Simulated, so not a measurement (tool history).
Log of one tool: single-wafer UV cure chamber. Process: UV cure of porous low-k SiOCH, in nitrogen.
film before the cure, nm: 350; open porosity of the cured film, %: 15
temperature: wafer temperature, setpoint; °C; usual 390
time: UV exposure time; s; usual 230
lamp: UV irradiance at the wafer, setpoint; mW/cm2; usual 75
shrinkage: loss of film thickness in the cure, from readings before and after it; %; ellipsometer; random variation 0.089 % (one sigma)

run 1 hour=0.0 | temperature=390 time=230 lamp=75 | shrinkage=9.282
run 2 hour=15.0 | temperature=390 time=230 lamp=75 | shrinkage=9.133
run 3 hour=41.2 | temperature=390 time=230 lamp=75 | shrinkage=9.300
run 4 hour=68.5 | temperature=390 time=230 lamp=75 | shrinkage=9.021
run 5 hour=89.5 | temperature=390 time=325 lamp=75 | shrinkage=10.632
run 6 hour=109.7 | temperature=390 time=335 lamp=75 | shrinkage=10.491
-- hour=119.1 quartz window cleaned
run 7 hour=131.4 | temperature=390 time=230 lamp=75 | shrinkage=9.197
run 8 hour=165.4 | temperature=390 time=230 lamp=75 | shrinkage=9.194
run 9 hour=190.8 | temperature=390 time=230 lamp=75 | shrinkage=9.163
run 10 hour=220.0 | temperature=390 time=230 lamp=75 | shrinkage=8.939
-- hour=240.8 quartz window cleaned
run 11 hour=242.4 | temperature=390 time=230 lamp=75 | shrinkage=9.394
run 12 hour=274.0 | temperature=395 time=230 lamp=54 | shrinkage=7.983
run 13 hour=308.8 | temperature=390 time=230 lamp=75 | shrinkage=9.106
-- hour=319.0 UV bulbs replaced
-- hour=367.8 quartz window cleaned
run 14 hour=407.9 | temperature=372 time=230 lamp=75 | shrinkage=8.930
run 15 hour=431.6 | temperature=390 time=230 lamp=75 | shrinkage=9.013
run 16 hour=443.7 | temperature=390 time=230 lamp=75 | shrinkage=8.924
run 17 hour=468.6 | temperature=403 time=230 lamp=75 | shrinkage=9.068
run 18 hour=490.0 | temperature=373 time=95 lamp=89 | shrinkage=5.883
-- hour=509.2 quartz window cleaned
run 19 hour=509.7 | temperature=402 time=230 lamp=75 | shrinkage=9.420
run 20 hour=523.0 | temperature=372 time=230 lamp=110 | shrinkage=10.520
run 21 hour=542.0 | temperature=390 time=145 lamp=93 | shrinkage=8.186
run 22 hour=563.1 | temperature=370 time=95 lamp=75 | shrinkage=5.423
run 23 hour=589.6 | temperature=375 time=150 lamp=47 | shrinkage=5.331
run 24 hour=613.8 | temperature=404 time=180 lamp=57 | shrinkage=6.943
run 25 hour=647.6 | temperature=390 time=230 lamp=75 | shrinkage=8.513
-- hour=660.0 quartz window cleaned
run 26 hour=676.7 | temperature=402 time=230 lamp=103 | shrinkage=10.728

3 ways to go on from here, each from the tool as it stands after run 26. What would each give?
run A hour=677.2 | temperature=390 time=230 lamp=75 | shrinkage=?
run B hour=677.2 | temperature=374 time=110 lamp=103 | shrinkage=?
run C hour=677.2 | temperature=398 time=230 lamp=60 | shrinkage=?

run=A shrinkage=9.176
run=B shrinkage=7.244
run=C shrinkage=8.395
Without the tool's hidden state the same runs would have given:
run=A shrinkage=9.217
run=B shrinkage=7.282
run=C shrinkage=8.435
